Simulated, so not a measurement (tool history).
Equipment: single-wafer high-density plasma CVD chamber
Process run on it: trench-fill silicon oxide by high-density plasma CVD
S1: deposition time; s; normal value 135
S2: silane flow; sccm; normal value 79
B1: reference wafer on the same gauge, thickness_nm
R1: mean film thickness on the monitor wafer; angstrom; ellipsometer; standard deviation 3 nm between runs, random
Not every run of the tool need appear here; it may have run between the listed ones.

run 1 hour=0 | S1=135 S2=79 | B1=1310.635 | R1=11367.21
run 2 hour=25.7 | S1=135 S2=79 | B1=1309.224 | R1=11398.55
run 3 hour=57.2 | S1=135 S2=79 | B1=1309.689 | R1=11446.72
run 4 hour=127.6 | S1=135 S2=91 | B1=1309.802 | R1=13209.51
run 5 hour=191 | S1=135 S2=91 | B1=1310.746 | R1=13151.14
run 6 hour=248.1 | S1=135 S2=91 | B1=1310.207 | R1=13227.06
run 7 hour=284.6 | S1=135 S2=84 | B1=1310.634 | R1=12247.18
run 8 hour=311.8 | S1=135 S2=84 | B1=1309.852 | R1=12192.4
run 9 hour=347.8 | S1=141 S2=79 | B1=1310.015 | R1=12047.38
-- hour=385.8 gauge calibrated
run 10 hour=396.4 | S1=135 S2=79 | B1=1310.117 | R1=11513.02
run 11 hour=467.9 | S1=135 S2=79 | B1=1309.641 | R1=11559.88
run 12 hour=538.5 | S1=135 S2=87 | B1=1310.675 | R1=12738.38
run 13 hour=581.9 | S1=135 S2=79 | B1=1309.443 | R1=11629.15
run 14 hour=678.2 | S1=135 S2=79 | B1=1310.368 | R1=11522.39
run 15 hour=706.2 | S1=135 S2=79 | B1=1309.797 | R1=11584.82
run 16 hour=740.8 | S1=154 S2=79 | B1=1309.818 | R1=13247.68
run 17 hour=794.1 | S1=135 S2=65 | B1=1310.495 | R1=9584.57
run 18 hour=860.7 | S1=135 S2=79 | B1=1310.261 | R1=11615.48
run 19 hour=927.7 | S1=110 S2=73 | B1=1309.774 | R1=8822.24
run 20 hour=986.3 | S1=162 S2=69 | B1=1310.189 | R1=12253.87
run 21 hour=1014.1 | S1=115 S2=70 | B1=1309.09 | R1=8827.15
-- hour=1078.6 silane flow controller replaced
run 22 hour=1080 | S1=146 S2=85 | B1=1310.036 | R1=12985.15
-- hour=1126.3 gauge calibrated
run 23 hour=1128 | S1=135 S2=79 | B1=1310.441 | R1=11173.94
run 24 hour=1177.3 | S1=135 S2=83 | B1=1310.465 | R1=11734.11
run 25 hour=1209.8 | S1=135 S2=79 | B1=1310.648 | R1=11211.09
run 26 hour=1279.4 | S1=120 S2=66 | B1=1310.285 | R1=8283.6
run 27 hour=1342.8 | S1=159 S2=70 | B1=1310.744 | R1=11693.92
run 28 hour=1370.8 | S1=135 S2=79 | B1=1309.513 | R1=11203.49
run 29 hour=1399.9 | S1=118 S2=79 | B1=1309.809 | R1=9813.37
run 30 hour=1438.6 | S1=135 S2=79 | B1=1310.26 | R1=11238.85
run 31 hour=1473.1 | S1=126 S2=88 | B1=1309.826 | R1=11674.61
run 32 hour=1517.9 | S1=115 S2=87 | B1=1310.227 | R1=10486.11

Pick out some run-to-run changes in R1. Of each, how much would a tool without hidden state show as well, from the settings, what came in and chance, and how much is left for the hidden state and any gauge scatter not in both results compared?
Hidden state at play: delivered silane flow above the setpoint (%); gauge reads high (%).
Run 16 -> 17: S1 154 -> 135, S2 79 -> 65. R1 -3663.11 angstrom: hidden state -127.67, all else -3535.44.
Run 19 -> 20: S1 110 -> 162, S2 73 -> 69. R1 +3431.63 angstrom: hidden state +171.46, all else +3260.17.
Run 20 -> 21: S1 162 -> 115, S2 69 -> 70. R1 -3426.72 angstrom: hidden state -149.07, all else -3277.65.
Run 21 -> 22: S1 115 -> 146, S2 70 -> 85, silane flow controller replaced. R1 +4158 angstrom: hidden state -390.24, all else +4548.24.
